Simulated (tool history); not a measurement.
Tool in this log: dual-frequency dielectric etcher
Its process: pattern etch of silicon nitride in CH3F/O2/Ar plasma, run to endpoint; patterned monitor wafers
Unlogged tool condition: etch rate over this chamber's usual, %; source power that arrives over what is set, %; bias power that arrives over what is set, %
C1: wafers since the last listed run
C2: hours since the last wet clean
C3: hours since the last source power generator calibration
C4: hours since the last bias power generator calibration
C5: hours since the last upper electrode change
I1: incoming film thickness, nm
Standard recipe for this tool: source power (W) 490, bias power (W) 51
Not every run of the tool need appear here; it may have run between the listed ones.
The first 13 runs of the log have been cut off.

Run 14, hour 332.6: usual settings but bias power (W) 42; C1 483; C2 259.9; C3 1715.2; C4 2029.4; C5 5066.1; I1 46.48. Result: endpoint time (s) 69.4.
At hour 354.5: bias power generator calibrated.
Run 15, hour 367.1: usual settings but bias power (W) 42; C1 461; C2 294.4; C3 1749.7; C4 12.6; C5 5100.6; I1 46.7. Result: endpoint time (s) 70.2.
Run 16, hour 388.9: usual settings; C1 330; C2 316.2; C3 1771.5; C4 34.4; C5 5122.4; I1 46.22. Result: endpoint time (s) 64.8.
Run 17, hour 419.9: usual settings but source power (W) 570, bias power (W) 41; C1 469; C2 347.2; C3 1802.5; C4 65.4; C5 5153.4; I1 46.83. Result: endpoint time (s) 67.7.
Run 18, hour 450.1: usual settings but source power (W) 440, bias power (W) 56; C1 457; C2 377.4; C3 1832.7; C4 95.6; C5 5183.6; I1 46.88. Result: endpoint time (s) 66.5.
At hour 462.5: source power generator calibrated.
Run 19, hour 475.7: usual settings; C1 327; C2 403; C3 13.2; C4 121.2; C5 5209.2; I1 47.13. Result: endpoint time (s) 66.8.
Run 20, hour 490.3: usual settings but source power (W) 580; C1 221; C2 417.6; C3 27.8; C4 135.8; C5 5223.8; I1 46.18. Result: endpoint time (s) 61.9.
Run 21, hour 517.5: usual settings but source power (W) 450; C1 411; C2 444.8; C3 55; C4 163; C5 5251; I1 45.64. Result: endpoint time (s) 67.3.
Run 22, hour 533.4: usual settings; C1 240; C2 460.7; C3 70.9; C4 178.9; C5 5266.9; I1 46.21. Result: endpoint time (s) 65.6.
At hour 570.3: upper electrode replaced.
Run 23, hour 570.8: usual settings; C1 202; C2 498.1; C3 108.3; C4 216.3; C5 0.5; I1 47.1. Result: endpoint time (s) 67.2.

Predict the results of run 24:
Run 24, hour 602.1: usual settings; C1 473; C2 529.4; C3 139.6; C4 247.6; C5 31.8; I1 47.08. Result: endpoint time (s) ?.

endpoint time (s): 67.4
With the hidden condition absent and the run-to-run variation left alone, this run would have shown endpoint time (s) 63.6.
